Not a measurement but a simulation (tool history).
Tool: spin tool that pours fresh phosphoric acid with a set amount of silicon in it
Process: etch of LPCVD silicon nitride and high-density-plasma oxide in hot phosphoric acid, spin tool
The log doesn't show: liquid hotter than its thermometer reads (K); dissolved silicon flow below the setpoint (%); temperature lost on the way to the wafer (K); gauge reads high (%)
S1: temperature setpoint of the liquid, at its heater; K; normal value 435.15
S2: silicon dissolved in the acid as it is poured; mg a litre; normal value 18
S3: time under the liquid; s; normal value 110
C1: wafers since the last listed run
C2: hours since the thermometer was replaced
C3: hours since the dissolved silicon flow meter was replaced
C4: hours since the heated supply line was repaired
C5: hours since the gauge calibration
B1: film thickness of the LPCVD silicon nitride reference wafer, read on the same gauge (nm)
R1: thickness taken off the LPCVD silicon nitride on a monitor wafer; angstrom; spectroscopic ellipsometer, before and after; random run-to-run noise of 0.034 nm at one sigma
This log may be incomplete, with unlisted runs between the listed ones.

| run | day | S1 | S2 | S3 | C1 | C2 | C3 | C4 | C5 | B1 | R1 |
|---|---|---|---|---|---|---|---|---|---|---|---|
| 1 | 0 | 435.15 | 18 | 110 | 0 | 1130.7 | 519.8 | 848.4 | 239.6 | 149.98 | 102 |
| 2 | 1.746 | 435.15 | 18 | 110 | 358 | 1172.6 | 561.7 | 890.3 | 281.5 | 150 | 101.7 |
| 3 | 4.542 | 435.15 | 18 | 110 | 574 | 1239.7 | 628.8 | 957.4 | 348.6 | 150.02 | 102.8 |
| 4 | 7.504 | 437.15 | 18 | 110 | 608 | 1310.8 | 699.9 | 1028.5 | 419.7 | 150.02 | 110 |
| 5 | 8.892 | 435.15 | 18 | 110 | 284 | 1344.1 | 733.2 | 1061.8 | 453 | 150.01 | 103 |
| 6 | 11.75 | 435.15 | 18 | 110 | 586 | 1412.7 | 801.8 | 1130.4 | 521.6 | 150 | 102.7 |
| 7 | 13.067 | 435.15 | 14.5 | 110 | 270 | 1444.3 | 833.4 | 1162 | 553.2 | 150.01 | 102.9 |
|  | 13.692 | thermometer replaced |
| 8 | 14.867 | 435.15 | 18 | 110 | 361 | 28.2 | 876.6 | 1205.2 | 596.4 | 150 | 96.3 |
| 9 | 17.121 | 435.15 | 18 | 110 | 462 | 82.3 | 930.7 | 1259.3 | 650.5 | 150.01 | 96.8 |
|  | 20.046 | dissolved silicon flow meter replaced |
| 10 | 20.267 | 435.15 | 18 | 110 | 637 | 157.8 | 5.3 | 1334.8 | 726 | 150.01 | 96.6 |
| 11 | 21.95 | 437.65 | 18 | 75 | 345 | 198.2 | 45.7 | 1375.2 | 766.4 | 149.99 | 71.9 |
|  | 22.642 | heated supply line repaired |
| 12 | 23.642 | 432.65 | 22 | 155 | 338 | 238.8 | 86.3 | 24 | 807 | 149.99 | 129.2 |
| 13 | 25.758 | 435.15 | 18 | 110 | 434 | 289.6 | 137.1 | 74.8 | 857.8 | 150 | 100.3 |
| 14 | 27.212 | 435.15 | 18 | 110 | 298 | 324.5 | 172 | 109.7 | 892.7 | 149.98 | 100.8 |
| 15 | 29.204 | 433.15 | 18 | 60 | 408 | 372.3 | 219.8 | 157.5 | 940.5 | 150 | 51.6 |
|  | 29.617 | gauge calibrated |
| 16 | 32.088 | 435.15 | 18 | 110 | 591 | 441.5 | 289 | 226.7 | 59.3 | 150 | 101 |
| 17 | 34.829 | 435.15 | 10.5 | 70 | 562 | 507.3 | 354.8 | 292.5 | 125.1 | 150 | 64.3 |
| 18 | 37.338 | 436.15 | 18 | 110 | 514 | 567.5 | 415 | 352.7 | 185.3 | 150.01 | 104.3 |
| 19 | 39.446 | 434.15 | 18 | 70 | 432 | 618.1 | 465.6 | 403.3 | 235.9 | 150 | 62.2 |
| 20 | 40.662 | 435.15 | 18 | 110 | 249 | 647.3 | 494.8 | 432.5 | 265.1 | 150 | 101.3 |

A few steps of R1 between consecutive runs. Split each: what settings, incoming material and random variation would produce without the hidden state, and what is left over for the hidden state, along with gauge scatter present in only one of the two compared results (measured, and without hidden state):
Run 7 -> 8: S2 14.5 -> 18, thermometer replaced. R1 -6.6 angstrom: hidden state -6.4, all else -0.2.
Run 11 -> 12: S1 437.65 -> 432.65, S2 18 -> 22, S3 75 -> 155, heated supply line repaired. R1 +57.3 angstrom: hidden state +3.5, all else +53.8.
Run 15 -> 16: S1 433.15 -> 435.15, S3 60 -> 110, gauge calibrated. R1 +49.4 angstrom: hidden state +1.4, all else +48.

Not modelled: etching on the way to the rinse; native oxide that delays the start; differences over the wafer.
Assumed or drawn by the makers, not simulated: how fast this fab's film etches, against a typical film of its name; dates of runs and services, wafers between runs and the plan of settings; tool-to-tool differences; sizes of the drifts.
